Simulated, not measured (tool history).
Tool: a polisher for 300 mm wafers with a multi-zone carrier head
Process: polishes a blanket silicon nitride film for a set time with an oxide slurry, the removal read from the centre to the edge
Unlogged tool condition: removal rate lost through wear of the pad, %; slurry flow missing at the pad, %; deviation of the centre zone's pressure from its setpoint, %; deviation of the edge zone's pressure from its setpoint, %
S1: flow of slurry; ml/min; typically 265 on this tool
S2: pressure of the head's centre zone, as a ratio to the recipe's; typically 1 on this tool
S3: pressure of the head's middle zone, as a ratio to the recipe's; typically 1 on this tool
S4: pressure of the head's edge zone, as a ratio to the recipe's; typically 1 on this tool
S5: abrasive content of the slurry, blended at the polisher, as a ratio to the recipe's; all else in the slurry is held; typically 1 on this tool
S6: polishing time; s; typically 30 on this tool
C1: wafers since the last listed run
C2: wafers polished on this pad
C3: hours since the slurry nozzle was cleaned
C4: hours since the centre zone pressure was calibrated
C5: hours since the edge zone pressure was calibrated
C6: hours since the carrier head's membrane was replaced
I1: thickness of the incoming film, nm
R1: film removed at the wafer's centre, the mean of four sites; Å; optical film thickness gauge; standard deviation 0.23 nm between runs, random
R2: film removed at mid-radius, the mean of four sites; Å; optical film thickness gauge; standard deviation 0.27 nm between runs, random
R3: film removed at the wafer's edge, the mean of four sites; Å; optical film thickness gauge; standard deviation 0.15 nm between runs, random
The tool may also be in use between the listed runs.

| run | hour | S1 | S2 | S3 | S4 | S5 | S6 | C1 | C2 | C3 | C4 | C5 | C6 | I1 | R1 | R2 | R3 |
|---|---|---|---|---|---|---|---|---|---|---|---|---|---|---|---|---|---|
| 1 | 0 | 265 | 0.92 | 1.06 | 1 | 1 | 30 | 0 | 1248 | 194.8 | 164.6 | 49.7 | 1096.2 | 259.8 | 219 | 236 | 228 |
| 2 | 78 | 265 | 1 | 1 | 1 | 1 | 30 | 931 | 2180 | 272.8 | 242.6 | 127.7 | 1174.2 | 263.2 | 229 | 224 | 229 |
|  | 139.8 | worn pad replaced by a new one |
| 3 | 172.1 | 265 | 1 | 1 | 1 | 1 | 30 | 1075 | 385 | 366.9 | 336.7 | 221.8 | 1268.3 | 260.7 | 228 | 219 | 227 |
|  | 177.9 | slurry nozzle cleaned |
|  | 212.5 | centre zone pressure recalibrated |
| 4 | 267.8 | 265 | 1.09 | 1 | 1 | 1 | 30 | 1106 | 1492 | 89.9 | 55.3 | 317.5 | 1364 | 258.6 | 252 | 235 | 232 |
| 5 | 338.8 | 315 | 1 | 1 | 1 | 1 | 30 | 847 | 2340 | 160.9 | 126.3 | 388.5 | 1435 | 260.3 | 238 | 233 | 236 |
| 6 | 377.3 | 265 | 1 | 1 | 1.09 | 1 | 22 | 459 | 2799 | 199.4 | 164.8 | 427 | 1473.5 | 255.5 | 172 | 166 | 177 |
|  | 383.2 | edge zone pressure recalibrated |
|  | 423.3 | worn pad replaced by a new one |
| 7 | 460.2 | 310 | 0.96 | 1 | 1 | 1 | 30 | 918 | 439 | 282.3 | 247.7 | 77 | 1556.4 | 256 | 224 | 229 | 231 |
|  | 474.8 | slurry nozzle cleaned |
| 8 | 507.3 | 310 | 0.96 | 1 | 1 | 1 | 30 | 550 | 990 | 32.5 | 294.8 | 124.1 | 1603.5 | 262.3 | 236 | 234 | 239 |
| 9 | 551.8 | 265 | 1 | 1 | 1 | 1 | 30 | 531 | 1521 | 77 | 339.3 | 168.6 | 1648 | 261.7 | 239 | 230 | 233 |
| 10 | 601.8 | 350 | 1 | 1 | 1.05 | 1 | 30 | 596 | 2118 | 127 | 389.3 | 218.6 | 1698 | 262.6 | 241 | 238 | 242 |
|  | 635.1 | centre zone pressure recalibrated |
|  | 667.5 | carrier head's membrane replaced by a new one |
|  | 688.3 | worn pad replaced by a new one |
| 11 | 701.1 | 175 | 1.05 | 1 | 1.08 | 1 | 30 | 1054 | 152 | 226.3 | 66 | 317.9 | 33.6 | 260.8 | 233 | 213 | 232 |
| 12 | 766.8 | 265 | 1 | 1 | 1 | 1.25 | 26 | 784 | 936 | 292 | 131.7 | 383.6 | 99.3 | 255.2 | 223 | 219 | 220 |
|  | 798.4 | slurry nozzle cleaned |
| 13 | 871.1 | 265 | 1 | 1 | 1 | 1 | 30 | 1233 | 2170 | 72.7 | 236 | 487.9 | 203.6 | 259.1 | 233 | 227 | 232 |
|  | 893.2 | edge zone pressure recalibrated |
|  | 903.6 | worn pad replaced by a new one |
| 14 | 957.7 | 265 | 0.9 | 0.94 | 1 | 1 | 30 | 962 | 646 | 159.3 | 322.6 | 64.5 | 290.2 | 257 | 216 | 215 | 232 |
|  | 1001.5 | centre zone pressure recalibrated |
| 15 | 1052.7 | 265 | 1 | 0.92 | 1 | 0.75 | 36 | 1110 | 1756 | 254.3 | 51.2 | 159.5 | 385.2 | 265.6 | 233 | 211 | 231 |
|  | 1099.5 | slurry nozzle cleaned |
| 16 | 1130.7 | 265 | 1 | 1 | 1 | 1.2 | 30 | 919 | 2675 | 31.2 | 129.2 | 237.5 | 463.2 | 263.2 | 261 | 253 | 257 |
|  | 1139.8 | worn pad replaced by a new one |
| 17 | 1207.4 | 175 | 1.05 | 1 | 1.08 | 1 | 30 | 867 | 807 | 107.9 | 205.9 | 314.2 | 539.9 | 258.1 | 233 | 219 | 235 |
| 18 | 1263.6 | 265 | 1 | 1 | 1 | 1 | 30 | 670 | 1478 | 164.1 | 262.1 | 370.4 | 596.1 | 262 | 230 | 229 | 232 |

What if the next run were any one of these 3? Each begins from the tool's condition after run 18:
| A | 1264 | 265 | 1 | 1 | 1 | 1 | 30 | 4 | 1482 | 164.5 | 262.5 | 370.8 | 596.5 | 263.3 | ? | ? | ? |
| B | 1264 | 185 | 1 | 1.09 | 1.11 | 0.85 | 30 | 4 | 1482 | 164.5 | 262.5 | 370.8 | 596.5 | 263.3 | ? | ? | ? |
| C | 1264 | 265 | 1 | 0.89 | 1 | 1.1 | 30 | 4 | 1482 | 164.5 | 262.5 | 370.8 | 596.5 | 263.3 | ? | ? | ? |

| run | R1 | R2 | R3 |
|---|---|---|---|
| A | 236 | 234 | 231 |
| B | 205 | 218 | 213 |
| C | 248 | 225 | 242 |
Take away the tool's hidden state, keep each run's random variation, and the runs would have read:
| run | R1 | R2 | R3 |
|---|---|---|---|
| A | 240 | 238 | 234 |
| B | 211 | 223 | 217 |
| C | 252 | 229 | 246 |
